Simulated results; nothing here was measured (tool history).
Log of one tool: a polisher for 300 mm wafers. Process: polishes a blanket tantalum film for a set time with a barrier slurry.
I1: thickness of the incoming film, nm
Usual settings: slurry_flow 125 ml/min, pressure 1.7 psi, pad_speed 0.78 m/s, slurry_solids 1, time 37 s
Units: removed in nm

run 1 day=0 | slurry_flow=125 pressure=1.7 pad_speed=0.78 slurry_solids=1 time=37 | I1=405.5 | removed=47.4
-- day=1.054 worn pad replaced by a new one
-- day=2.642 slurry blender recalibrated
run 2 day=2.904 | slurry_flow=125 pressure=1.7 pad_speed=0.78 slurry_solids=1 time=37 | I1=404.1 | removed=47
run 3 day=4.758 | slurry_flow=125 pressure=1.7 pad_speed=0.78 slurry_solids=1 time=37 | I1=404.7 | removed=48.9
run 4 day=6.45 | slurry_flow=125 pressure=1.7 pad_speed=0.78 slurry_solids=1 time=37 | I1=413.3 | removed=47.3
-- day=7.579 worn pad replaced by a new one
run 5 day=8.688 | slurry_flow=125 pressure=1.4 pad_speed=0.78 slurry_solids=1 time=37 | I1=409.9 | removed=43.9
run 6 day=10.496 | slurry_flow=125 pressure=1.4 pad_speed=0.78 slurry_solids=1 time=37 | I1=409 | removed=43.3
run 7 day=13.042 | slurry_flow=125 pressure=1.4 pad_speed=0.78 slurry_solids=1 time=37 | I1=408 | removed=44.5
-- day=14.317 worn pad replaced by a new one
run 8 day=14.788 | slurry_flow=125 pressure=1.7 pad_speed=0.78 slurry_solids=1 time=37 | I1=412.5 | removed=48.9
-- day=15.979 head pressure recalibrated
run 9 day=16.275 | slurry_flow=125 pressure=1.7 pad_speed=0.78 slurry_solids=1 time=37 | I1=404.4 | removed=45.9
run 10 day=17.988 | slurry_flow=125 pressure=1.5 pad_speed=0.78 slurry_solids=1 time=37 | I1=410.6 | removed=43.7
-- day=18.075 slurry nozzle cleaned
-- day=20.292 worn pad replaced by a new one
run 11 day=20.688 | slurry_flow=125 pressure=1.7 pad_speed=0.78 slurry_solids=1 time=37 | I1=404.2 | removed=47
run 12 day=21.788 | slurry_flow=125 pressure=2.1 pad_speed=0.78 slurry_solids=1.3 time=37 | I1=415.3 | removed=57.1
-- day=23.546 slurry blender recalibrated
run 13 day=24.017 | slurry_flow=125 pressure=1.7 pad_speed=0.56 slurry_solids=1 time=25 | I1=410.4 | removed=22.7
run 14 day=26.483 | slurry_flow=125 pressure=2.3 pad_speed=0.78 slurry_solids=1 time=37 | I1=400.8 | removed=57.6
-- day=26.754 worn pad replaced by a new one
run 15 day=28.571 | slurry_flow=125 pressure=1.7 pad_speed=0.78 slurry_solids=1 time=37 | I1=408.4 | removed=47.7
run 16 day=30.558 | slurry_flow=125 pressure=1.7 pad_speed=0.92 slurry_solids=1 time=26 | I1=415.9 | removed=40.1
run 17 day=31.6 | slurry_flow=125 pressure=2 pad_speed=0.78 slurry_solids=1.1 time=37 | I1=411 | removed=54.3

The tool's hidden state at each run:
removal rate lost through wear of the pad, %: 0 in every run
slurry flow missing at the pad, %: 0 in every run
abrasive missing from the slurry, %: 0 in every run
H1: deviation of the head's pressure from its setpoint, %
run=1 H1=6.43
run=2 H1=7.85
run=3 H1=8.75
run=4 H1=9.58
run=5 H1=10.7
run=6 H1=11.5
run=7 H1=12.8
run=8 H1=13.6
run=9 H1=1.6
run=10 H1=2.44
run=11 H1=3.75
run=12 H1=4.29
run=13 H1=5.37
run=14 H1=6.58
run=15 H1=7.59
run=16 H1=8.56
run=17 H1=9.07
